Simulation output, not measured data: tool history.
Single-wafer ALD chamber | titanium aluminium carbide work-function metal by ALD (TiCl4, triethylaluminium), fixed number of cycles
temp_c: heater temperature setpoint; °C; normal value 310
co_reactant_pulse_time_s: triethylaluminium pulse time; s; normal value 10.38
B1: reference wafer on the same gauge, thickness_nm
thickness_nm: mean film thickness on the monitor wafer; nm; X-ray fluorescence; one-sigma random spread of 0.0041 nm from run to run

run 1 hour=0 | temp_c=304 co_reactant_pulse_time_s=10.38 | B1=1.723 | thickness_nm=1.884
run 2 hour=31.5 | temp_c=304 co_reactant_pulse_time_s=10.38 | B1=1.723 | thickness_nm=1.889
run 3 hour=92.6 | temp_c=304 co_reactant_pulse_time_s=10.38 | B1=1.722 | thickness_nm=1.888
run 4 hour=152.4 | temp_c=310 co_reactant_pulse_time_s=10.38 | B1=1.719 | thickness_nm=1.934
-- hour=164.5 thermocouple changed; heater temperature recalibrated
run 5 hour=196.6 | temp_c=310 co_reactant_pulse_time_s=10.38 | B1=1.719 | thickness_nm=1.936
run 6 hour=229.6 | temp_c=310 co_reactant_pulse_time_s=12.48 | B1=1.719 | thickness_nm=1.971
run 7 hour=287.5 | temp_c=310 co_reactant_pulse_time_s=12.48 | B1=1.718 | thickness_nm=1.968
-- hour=336.4 gauge calibrated
run 8 hour=378 | temp_c=310 co_reactant_pulse_time_s=10.38 | B1=1.749 | thickness_nm=1.976
run 9 hour=408.4 | temp_c=310 co_reactant_pulse_time_s=10.38 | B1=1.749 | thickness_nm=1.969
run 10 hour=477.5 | temp_c=310 co_reactant_pulse_time_s=10.38 | B1=1.747 | thickness_nm=1.973
run 11 hour=529 | temp_c=310 co_reactant_pulse_time_s=10.38 | B1=1.745 | thickness_nm=1.967
run 12 hour=554.8 | temp_c=310 co_reactant_pulse_time_s=10.38 | B1=1.747 | thickness_nm=1.96
run 13 hour=597.3 | temp_c=322 co_reactant_pulse_time_s=10.38 | B1=1.745 | thickness_nm=2.068
run 14 hour=642.1 | temp_c=310 co_reactant_pulse_time_s=8.51 | B1=1.745 | thickness_nm=1.857
-- hour=651 showerhead replaced
run 15 hour=712.9 | temp_c=310 co_reactant_pulse_time_s=6.26 | B1=1.742 | thickness_nm=1.444
run 16 hour=816.8 | temp_c=310 co_reactant_pulse_time_s=10.38 | B1=1.741 | thickness_nm=1.967
run 17 hour=861.1 | temp_c=317 co_reactant_pulse_time_s=12.57 | B1=1.738 | thickness_nm=2.06
run 18 hour=924.5 | temp_c=300 co_reactant_pulse_time_s=12.77 | B1=1.738 | thickness_nm=1.909
run 19 hour=959.3 | temp_c=321 co_reactant_pulse_time_s=7.66 | B1=1.739 | thickness_nm=1.833
-- hour=1074.8 triethylaluminium bottle replaced
run 20 hour=1099.4 | temp_c=310 co_reactant_pulse_time_s=10.38 | B1=1.735 | thickness_nm=1.957
run 21 hour=1145.3 | temp_c=310 co_reactant_pulse_time_s=10.38 | B1=1.735 | thickness_nm=1.947
run 22 hour=1330 | temp_c=321 co_reactant_pulse_time_s=10.38 | B1=1.73 | thickness_nm=2.039
run 23 hour=1366.5 | temp_c=299 co_reactant_pulse_time_s=10.38 | B1=1.73 | thickness_nm=1.859
run 24 hour=1401.5 | temp_c=310 co_reactant_pulse_time_s=6.59 | B1=1.73 | thickness_nm=1.532
run 25 hour=1426.9 | temp_c=310 co_reactant_pulse_time_s=10.38 | B1=1.729 | thickness_nm=1.948
run 26 hour=1490.5 | temp_c=296 co_reactant_pulse_time_s=10.38 | B1=1.727 | thickness_nm=1.832
run 27 hour=1543.4 | temp_c=316 co_reactant_pulse_time_s=13.93 | B1=1.724 | thickness_nm=2.044
run 28 hour=1596.7 | temp_c=310 co_reactant_pulse_time_s=10.38 | B1=1.725 | thickness_nm=1.939
run 29 hour=1661.5 | temp_c=301 co_reactant_pulse_time_s=10.38 | B1=1.726 | thickness_nm=1.862
run 30 hour=1687.6 | temp_c=299 co_reactant_pulse_time_s=12.28 | B1=1.725 | thickness_nm=1.882
run 31 hour=1820.8 | temp_c=298 co_reactant_pulse_time_s=6.87 | B1=1.721 | thickness_nm=1.502
run 32 hour=1869.2 | temp_c=310 co_reactant_pulse_time_s=10.38 | B1=1.719 | thickness_nm=1.941
run 33 hour=1923.2 | temp_c=310 co_reactant_pulse_time_s=6.48 | B1=1.719 | thickness_nm=1.49
run 34 hour=1963.3 | temp_c=298 co_reactant_pulse_time_s=7.95 | B1=1.717 | thickness_nm=1.673

What was the tool's hidden state at every run in the log?
wafer temperature above the value expected at the setpoint (K): 0 at every run
triethylaluminium dose above that of a fresh bottle (%): 0 at every run
H1: gauge reads high (%)
run=1 H1=-1.55
run=2 H1=-1.58
run=3 H1=-1.65
run=4 H1=-1.72
run=5 H1=-1.77
run=6 H1=-1.8
run=7 H1=-1.87
run=8 H1=-0.0651
run=9 H1=-0.0988
run=10 H1=-0.176
run=11 H1=-0.233
run=12 H1=-0.262
run=13 H1=-0.309
run=14 H1=-0.359
run=15 H1=-0.437
run=16 H1=-0.553
run=17 H1=-0.602
run=18 H1=-0.673
run=19 H1=-0.711
run=20 H1=-0.867
run=21 H1=-0.918
run=22 H1=-1.12
run=23 H1=-1.16
run=24 H1=-1.2
run=25 H1=-1.23
run=26 H1=-1.3
run=27 H1=-1.36
run=28 H1=-1.42
run=29 H1=-1.49
run=30 H1=-1.52
run=31 H1=-1.67
run=32 H1=-1.72
run=33 H1=-1.78
run=34 H1=-1.83

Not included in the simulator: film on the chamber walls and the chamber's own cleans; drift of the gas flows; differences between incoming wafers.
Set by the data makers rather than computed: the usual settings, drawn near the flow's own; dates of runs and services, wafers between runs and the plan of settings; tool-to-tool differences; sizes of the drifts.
